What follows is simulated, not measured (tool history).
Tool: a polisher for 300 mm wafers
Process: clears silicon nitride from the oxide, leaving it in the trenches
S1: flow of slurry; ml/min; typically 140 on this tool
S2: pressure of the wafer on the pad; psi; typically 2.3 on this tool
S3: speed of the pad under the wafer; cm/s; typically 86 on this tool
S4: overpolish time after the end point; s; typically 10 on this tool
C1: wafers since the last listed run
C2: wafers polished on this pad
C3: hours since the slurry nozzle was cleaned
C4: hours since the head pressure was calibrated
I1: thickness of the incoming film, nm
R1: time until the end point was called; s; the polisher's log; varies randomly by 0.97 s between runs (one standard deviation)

Run 1, hour 0.0: usual settings; C1 0; C2 1227; C3 191.9; C4 511.1; I1 54.9. Result: R1 91.5 s.
Run 2, hour 13.7: usual settings; C1 69; C2 1296; C3 205.6; C4 524.8; I1 54.6. Result: R1 93.5 s.
At hour 23.0: worn pad replaced by a new one.
Run 3, hour 23.5: usual settings; C1 29; C2 2; C3 215.4; C4 534.6; I1 55.1. Result: R1 80.8 s.
Run 4, hour 74.2: usual settings; C1 255; C2 258; C3 266.1; C4 585.3; I1 55.6. Result: R1 79.5 s.
Run 5, hour 80.2: usual settings; C1 30; C2 288; C3 272.1; C4 591.3; I1 53.8. Result: R1 78.9 s.
Run 6, hour 86.6: usual settings but S1 180 ml/min, S3 62 cm/s; C1 32; C2 320; C3 278.5; C4 597.7; I1 55.2. Result: R1 108.9 s.
Run 7, hour 137.2: usual settings but S1 180 ml/min, S3 62 cm/s; C1 255; C2 575; C3 329.1; C4 648.3; I1 55.3. Result: R1 114.5 s.
Run 8, hour 147.5: usual settings; C1 51; C2 627; C3 339.4; C4 658.6; I1 54.2. Result: R1 80.1 s.
Run 9, hour 157.5: usual settings; C1 50; C2 678; C3 349.4; C4 668.6; I1 54.8. Result: R1 82.2 s.
Run 10, hour 171.1: usual settings; C1 68; C2 746; C3 363.0; C4 682.2; I1 55.2. Result: R1 84.6 s.
Run 11, hour 178.8: usual settings; C1 38; C2 785; C3 370.7; C4 689.9; I1 56.0. Result: R1 85.6 s.
Run 12, hour 191.1: usual settings; C1 62; C2 847; C3 383.0; C4 702.2; I1 54.2. Result: R1 82.3 s.
Run 13, hour 207.7: usual settings; C1 83; C2 931; C3 399.6; C4 718.8; I1 55.4. Result: R1 85.9 s.
At hour 210.9: head pressure recalibrated.
Run 14, hour 222.4: usual settings but S4 4 s; C1 64; C2 995; C3 414.3; C4 11.5; I1 55.3. Result: R1 85.3 s.
Run 15, hour 237.4: usual settings; C1 75; C2 1070; C3 429.3; C4 26.5; I1 55.2. Result: R1 89.0 s.
Run 16, hour 244.7: usual settings but S1 100 ml/min, S2 3.0 psi, S3 98 cm/s, S4 12 s; C1 36; C2 1107; C3 436.6; C4 33.8; I1 55.3. Result: R1 63.1 s.
Run 17, hour 258.2: usual settings but S3 108 cm/s, S4 8 s; C1 68; C2 1175; C3 450.1; C4 47.3; I1 54.8. Result: R1 70.2 s.
Run 18, hour 274.4: usual settings; C1 81; C2 1257; C3 466.3; C4 63.5; I1 55.9. Result: R1 91.1 s.
At hour 278.7: worn pad replaced by a new one.
At hour 278.9: slurry nozzle cleaned.
Run 19, hour 283.2: usual settings but S1 175 ml/min, S2 2.0 psi, S3 100 cm/s, S4 7 s; C1 23; C2 21; C3 4.3; C4 72.3; I1 54.3. Result: R1 80.6 s.
Run 20, hour 300.3: usual settings; C1 86; C2 108; C3 21.4; C4 89.4; I1 54.6. Result: R1 81.7 s.
Run 21, hour 314.1: usual settings but S1 185 ml/min, S3 106 cm/s, S4 5 s; C1 69; C2 177; C3 35.2; C4 103.2; I1 55.0. Result: R1 64.2 s.
Run 22, hour 328.5: usual settings but S1 110 ml/min, S3 102 cm/s; C1 72; C2 250; C3 49.6; C4 117.6; I1 54.4. Result: R1 70.7 s.
Run 23, hour 342.7: usual settings but S2 1.5 psi, S3 110 cm/s, S4 15 s; C1 71; C2 321; C3 63.8; C4 131.8; I1 55.5. Result: R1 100.1 s.
Run 24, hour 350.8: usual settings but S1 100 ml/min, S3 64 cm/s; C1 40; C2 362; C3 71.9; C4 139.9; I1 54.7. Result: R1 112.7 s.
Run 25, hour 357.2: usual settings; C1 32; C2 394; C3 78.3; C4 146.3; I1 55.2. Result: R1 83.4 s.
Run 26, hour 366.7: usual settings but S1 160 ml/min, S2 2.8 psi; C1 47; C2 442; C3 87.8; C4 155.8; I1 55.7. Result: R1 67.6 s.
Run 27, hour 372.7: usual settings; C1 30; C2 473; C3 93.8; C4 161.8; I1 54.6. Result: R1 83.1 s.

Forecast each of these 4 alternatives for the next run:
Run A, hour 373.2: usual settings but S1 95 ml/min; C1 2; C2 475; C3 94.3; C4 162.3; I1 54.6. Result: R1 ?.
Run B, hour 373.2: usual settings but S2 2.0 psi; C1 2; C2 475; C3 94.3; C4 162.3; I1 54.6. Result: R1 ?.
Run C, hour 373.2: usual settings but S1 125 ml/min, S2 1.9 psi; C1 2; C2 475; C3 94.3; C4 162.3; I1 54.6. Result: R1 ?.
Run D, hour 373.2: usual settings but S1 100 ml/min; C1 2; C2 475; C3 94.3; C4 162.3; I1 54.6. Result: R1 ?.

run     R1
  A   89.1
  B   97.7
  C  104.3
  D   88.5
With the hidden condition removed and each run's random variation left untouched, the same runs would have given:
run    R1
  A  85.1
  B  93.4
  C  99.6
  D  84.6
